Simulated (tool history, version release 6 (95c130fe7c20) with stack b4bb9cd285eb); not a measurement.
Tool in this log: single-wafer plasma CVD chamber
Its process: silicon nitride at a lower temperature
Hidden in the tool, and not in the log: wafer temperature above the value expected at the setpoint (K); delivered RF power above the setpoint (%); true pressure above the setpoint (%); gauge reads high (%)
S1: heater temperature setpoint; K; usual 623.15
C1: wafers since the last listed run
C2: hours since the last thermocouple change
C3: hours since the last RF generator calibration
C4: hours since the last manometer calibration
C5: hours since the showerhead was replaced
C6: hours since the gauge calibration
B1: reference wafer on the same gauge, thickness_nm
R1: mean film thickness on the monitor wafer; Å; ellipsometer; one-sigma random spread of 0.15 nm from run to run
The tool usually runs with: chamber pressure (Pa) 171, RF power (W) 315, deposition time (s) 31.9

run 1 hour=0.0 | S1=623.15 chamber_pressure_(Pa)=171 RF_power_(W)=315 deposition_time_(s)=31.9 | C1=0 C2=1020.8 C3=367.8 C4=558.9 C5=2006.6 C6=990.1 | B1=31.581 | R1=351.23
run 2 hour=51.3 | S1=623.15 chamber_pressure_(Pa)=171 RF_power_(W)=315 deposition_time_(s)=31.9 | C1=805 C2=1072.1 C3=419.1 C4=610.2 C5=2057.9 C6=1041.4 | B1=31.612 | R1=355.97
run 3 hour=108.6 | S1=623.15 chamber_pressure_(Pa)=171 RF_power_(W)=315 deposition_time_(s)=31.9 | C1=900 C2=1129.4 C3=476.4 C4=667.5 C5=2115.2 C6=1098.7 | B1=31.636 | R1=350.98
run 4 hour=142.8 | S1=623.15 chamber_pressure_(Pa)=171 RF_power_(W)=315 deposition_time_(s)=31.9 | C1=537 C2=1163.6 C3=510.6 C4=701.7 C5=2149.4 C6=1132.9 | B1=31.622 | R1=353.85
run 5 hour=202.5 | S1=623.15 chamber_pressure_(Pa)=171 RF_power_(W)=315 deposition_time_(s)=31.9 | C1=937 C2=1223.3 C3=570.3 C4=761.4 C5=2209.1 C6=1192.6 | B1=31.625 | R1=351.21
run 6 hour=261.7 | S1=623.15 chamber_pressure_(Pa)=171 RF_power_(W)=315 deposition_time_(s)=31.9 | C1=930 C2=1282.5 C3=629.5 C4=820.6 C5=2268.3 C6=1251.8 | B1=31.588 | R1=350.82
run 7 hour=329.0 | S1=623.15 chamber_pressure_(Pa)=171 RF_power_(W)=315 deposition_time_(s)=31.9 | C1=1057 C2=1349.8 C3=696.8 C4=887.9 C5=2335.6 C6=1319.1 | B1=31.582 | R1=349.48
run 8 hour=354.9 | S1=623.15 chamber_pressure_(Pa)=171 RF_power_(W)=315 deposition_time_(s)=31.9 | C1=406 C2=1375.7 C3=722.7 C4=913.8 C5=2361.5 C6=1345.0 | B1=31.569 | R1=349.60
-- hour=413.4 showerhead replaced
run 9 hour=418.8 | S1=623.15 chamber_pressure_(Pa)=171 RF_power_(W)=315 deposition_time_(s)=31.9 | C1=878 C2=1439.6 C3=786.6 C4=977.7 C5=5.4 C6=1408.9 | B1=31.574 | R1=352.29
run 10 hour=458.0 | S1=623.15 chamber_pressure_(Pa)=171 RF_power_(W)=315 deposition_time_(s)=31.9 | C1=615 C2=1478.8 C3=825.8 C4=1016.9 C5=44.6 C6=1448.1 | B1=31.613 | R1=350.36
-- hour=483.3 gauge calibrated
run 11 hour=523.9 | S1=623.15 chamber_pressure_(Pa)=196 RF_power_(W)=315 deposition_time_(s)=31.9 | C1=1035 C2=1544.7 C3=891.7 C4=1082.8 C5=110.5 C6=40.6 | B1=31.596 | R1=367.22
run 12 hour=589.6 | S1=623.15 chamber_pressure_(Pa)=196 RF_power_(W)=315 deposition_time_(s)=31.9 | C1=1032 C2=1610.4 C3=957.4 C4=1148.5 C5=176.2 C6=106.3 | B1=31.598 | R1=367.17
-- hour=619.5 RF generator calibrated
run 13 hour=726.9 | S1=623.15 chamber_pressure_(Pa)=196 RF_power_(W)=315 deposition_time_(s)=31.9 | C1=2031 C2=1747.7 C3=107.4 C4=1285.8 C5=313.5 C6=243.6 | B1=31.626 | R1=378.93
run 14 hour=795.0 | S1=623.15 chamber_pressure_(Pa)=171 RF_power_(W)=315 deposition_time_(s)=31.9 | C1=1069 C2=1815.8 C3=175.5 C4=1353.9 C5=381.6 C6=311.7 | B1=31.567 | R1=356.51
run 15 hour=862.2 | S1=611.15 chamber_pressure_(Pa)=185 RF_power_(W)=315 deposition_time_(s)=31.9 | C1=1055 C2=1883.0 C3=242.7 C4=1421.1 C5=448.8 C6=378.9 | B1=31.596 | R1=367.88
run 16 hour=919.4 | S1=623.15 chamber_pressure_(Pa)=171 RF_power_(W)=315 deposition_time_(s)=31.9 | C1=898 C2=1940.2 C3=299.9 C4=1478.3 C5=506.0 C6=436.1 | B1=31.580 | R1=355.99
run 17 hour=977.1 | S1=623.15 chamber_pressure_(Pa)=171 RF_power_(W)=315 deposition_time_(s)=31.9 | C1=906 C2=1997.9 C3=357.6 C4=1536.0 C5=563.7 C6=493.8 | B1=31.574 | R1=354.06
run 18 hour=1029.9 | S1=623.15 chamber_pressure_(Pa)=171 RF_power_(W)=290 deposition_time_(s)=31.9 | C1=829 C2=2050.7 C3=410.4 C4=1588.8 C5=616.5 C6=546.6 | B1=31.622 | R1=333.17
-- hour=1060.1 thermocouple changed; heater temperature recalibrated
run 19 hour=1065.9 | S1=623.15 chamber_pressure_(Pa)=207 RF_power_(W)=315 deposition_time_(s)=31.9 | C1=439 C2=5.8 C3=446.4 C4=1624.8 C5=652.5 C6=582.6 | B1=31.578 | R1=379.06
-- hour=1106.4 capacitance manometer re-zeroed and calibrated
run 20 hour=1129.9 | S1=623.15 chamber_pressure_(Pa)=153 RF_power_(W)=315 deposition_time_(s)=27.1 | C1=879 C2=69.8 C3=510.4 C4=23.5 C5=716.5 C6=646.6 | B1=31.583 | R1=287.20
run 21 hour=1188.3 | S1=637.15 chamber_pressure_(Pa)=171 RF_power_(W)=340 deposition_time_(s)=31.9 | C1=917 C2=128.2 C3=568.8 C4=81.9 C5=774.9 C6=705.0 | B1=31.548 | R1=372.92
run 22 hour=1249.8 | S1=623.15 chamber_pressure_(Pa)=171 RF_power_(W)=315 deposition_time_(s)=31.9 | C1=966 C2=189.7 C3=630.3 C4=143.4 C5=836.4 C6=766.5 | B1=31.582 | R1=351.09
run 23 hour=1291.2 | S1=623.15 chamber_pressure_(Pa)=171 RF_power_(W)=315 deposition_time_(s)=31.9 | C1=650 C2=231.1 C3=671.7 C4=184.8 C5=877.8 C6=807.9 | B1=31.608 | R1=351.76
run 24 hour=1345.9 | S1=623.15 chamber_pressure_(Pa)=171 RF_power_(W)=315 deposition_time_(s)=35.8 | C1=859 C2=285.8 C3=726.4 C4=239.5 C5=932.5 C6=862.6 | B1=31.613 | R1=393.67
run 25 hour=1386.7 | S1=617.15 chamber_pressure_(Pa)=147 RF_power_(W)=315 deposition_time_(s)=37.9 | C1=640 C2=326.6 C3=767.2 C4=280.3 C5=973.3 C6=903.4 | B1=31.627 | R1=394.25
run 26 hour=1416.6 | S1=635.15 chamber_pressure_(Pa)=171 RF_power_(W)=340 deposition_time_(s)=31.9 | C1=469 C2=356.5 C3=797.1 C4=310.2 C5=1003.2 C6=933.3 | B1=31.632 | R1=369.28
run 27 hour=1454.7 | S1=636.15 chamber_pressure_(Pa)=171 RF_power_(W)=315 deposition_time_(s)=31.9 | C1=598 C2=394.6 C3=835.2 C4=348.3 C5=1041.3 C6=971.4 | B1=31.625 | R1=349.51
run 28 hour=1485.0 | S1=636.15 chamber_pressure_(Pa)=208 RF_power_(W)=315 deposition_time_(s)=31.9 | C1=476 C2=424.9 C3=865.5 C4=378.6 C5=1071.6 C6=1001.7 | B1=31.578 | R1=375.77
run 29 hour=1521.3 | S1=623.15 chamber_pressure_(Pa)=171 RF_power_(W)=315 deposition_time_(s)=31.9 | C1=570 C2=461.2 C3=901.8 C4=414.9 C5=1107.9 C6=1038.0 | B1=31.596 | R1=351.51

Here are 3 independent what-if runs from the current tool condition. What would each one return?
run A hour=1521.7 | S1=623.15 chamber_pressure_(Pa)=171 RF_power_(W)=315 deposition_time_(s)=31.9 | C1=6 C2=461.6 C3=902.2 C4=415.3 C5=1108.3 C6=1038.4 | B1=? | R1=?
run B hour=1521.7 | S1=623.15 chamber_pressure_(Pa)=212 RF_power_(W)=315 deposition_time_(s)=31.9 | C1=6 C2=461.6 C3=902.2 C4=415.3 C5=1108.3 C6=1038.4 | B1=? | R1=?
run C hour=1521.7 | S1=623.15 chamber_pressure_(Pa)=145 RF_power_(W)=315 deposition_time_(s)=35.9 | C1=6 C2=461.6 C3=902.2 C4=415.3 C5=1108.3 C6=1038.4 | B1=? | R1=?

run=A B1=31.570 R1=354.55
run=B B1=31.570 R1=382.39
run=C B1=31.570 R1=374.79
The same runs, with their run-to-run variation unchanged, on a tool lacking any hidden condition would have given:
run=A R1=366.42
run=B R1=395.19
run=C R1=387.33

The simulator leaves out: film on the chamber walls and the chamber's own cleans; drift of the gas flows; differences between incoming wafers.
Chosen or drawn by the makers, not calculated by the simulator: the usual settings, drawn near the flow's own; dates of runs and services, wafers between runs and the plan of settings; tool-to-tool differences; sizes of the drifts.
